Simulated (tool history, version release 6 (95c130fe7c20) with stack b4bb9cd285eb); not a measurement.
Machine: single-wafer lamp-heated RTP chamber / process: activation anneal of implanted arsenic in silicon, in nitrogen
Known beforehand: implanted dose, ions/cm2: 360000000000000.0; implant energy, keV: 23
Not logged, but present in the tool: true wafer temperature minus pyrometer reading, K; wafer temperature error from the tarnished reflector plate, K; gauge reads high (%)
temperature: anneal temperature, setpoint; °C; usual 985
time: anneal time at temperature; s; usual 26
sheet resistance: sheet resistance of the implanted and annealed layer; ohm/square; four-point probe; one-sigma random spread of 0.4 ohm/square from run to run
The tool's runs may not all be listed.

run	hour	temperature	time	wafers since the last listed run	wafers since the last pyrometer calibration	wafers since the reflector plate was cleaned	hours since the gauge calibration	read-back reference wafer on the same gauge, sheet resistance	sheet resistance
1	0.0	985	26	0	1144	7069	2066.9	249.15	264.92
2	42.7	985	26	604	1749	7674	2109.6	248.96	264.61
3	104.3	985	26	872	2622	8547	2171.2	249.00	265.62
4	171.6	985	26	953	3575	9500	2238.5	248.96	265.64
# hour 190.7: reflector plate cleaned
5	215.2	985	26	504	4080	347	2282.1	249.03	265.62
6	418.5	985	26	2880	6960	3227	2485.4	249.05	265.48
# hour 458.0: pyrometer window cleaned and pyrometer calibrated
7	466.9	999	26	572	126	3799	2533.8	248.94	263.93
8	495.4	999	26	403	530	4203	2562.3	249.07	263.94
9	562.4	999	26	949	1479	5152	2629.3	248.97	264.05
10	593.9	969	26	446	1925	5599	2660.8	249.01	267.17
11	649.3	985	26	784	2710	6384	2716.2	248.99	265.78
# hour 674.0: gauge calibrated
12	720.2	985	26	1004	3715	7388	46.2	249.01	265.39
13	755.2	985	26	495	4211	7884	81.2	249.02	265.85
14	800.3	985	19	638	4850	8523	126.3	249.00	267.06
15	867.9	966	21	957	5807	9481	193.9	249.05	267.60
16	928.4	960	34	857	6665	10338	254.4	248.85	265.95
17	957.7	985	26	415	7080	10753	283.7	249.01	264.81
# hour 965.9: pyrometer window cleaned and pyrometer calibrated
# hour 986.1: reflector plate cleaned
18	1011.3	985	26	532	530	356	337.3	249.05	265.93
19	1068.1	1015	32	804	1335	1161	394.1	249.14	261.46
20	1118.7	1005	26	716	2052	1878	444.7	248.97	264.15
21	1146.0	1013	39	386	2438	2265	472.0	249.09	260.13
22	1208.3	985	26	882	3321	3148	534.3	248.98	265.54
23	1242.5	985	26	484	3806	3632	568.5	249.02	265.42
24	1295.0	1000	26	743	4550	4376	621.0	249.19	263.71
25	1345.0	970	32	708	5258	5084	671.0	248.97	265.54
26	1426.5	985	26	1154	6413	6239	752.5	248.86	265.74
27	1494.3	972	40	960	7373	7200	820.3	248.98	265.46
# hour 1522.5: pyrometer window cleaned and pyrometer calibrated
28	1557.3	967	12	779	493	7979	883.3	249.03	269.13
29	1588.7	985	26	444	938	8424	914.7	249.01	265.31
30	1615.4	1008	21	378	1316	8802	941.4	248.92	264.68
# hour 1627.9: reflector plate cleaned
31	1676.1	985	26	746	2063	683	1002.1	249.01	264.95
32	1723.2	995	33	667	2730	1350	1049.2	248.86	263.51
33	1750.7	985	26	389	3120	1740	1076.7	249.03	265.51
34	1812.7	1014	32	878	3998	2618	1138.7	248.87	261.72
35	1857.0	1003	12	627	4626	3246	1183.0	248.81	266.88
36	1901.9	973	15	636	5262	3882	1227.9	249.06	268.02

Predict the results of run 37:
# hour 1968.2: pyrometer window cleaned and pyrometer calibrated
37	1968.7	961	26	833	7	4715	1294.7	?	?

Run 37 measured read-back reference wafer on the same gauge, sheet resistance 248.92, sheet resistance 267.51 ohm/square.
Take away the tool's hidden state, keep the run-to-run variation as it was, and the same run would have given sheet resistance 267.51 ohm/square.
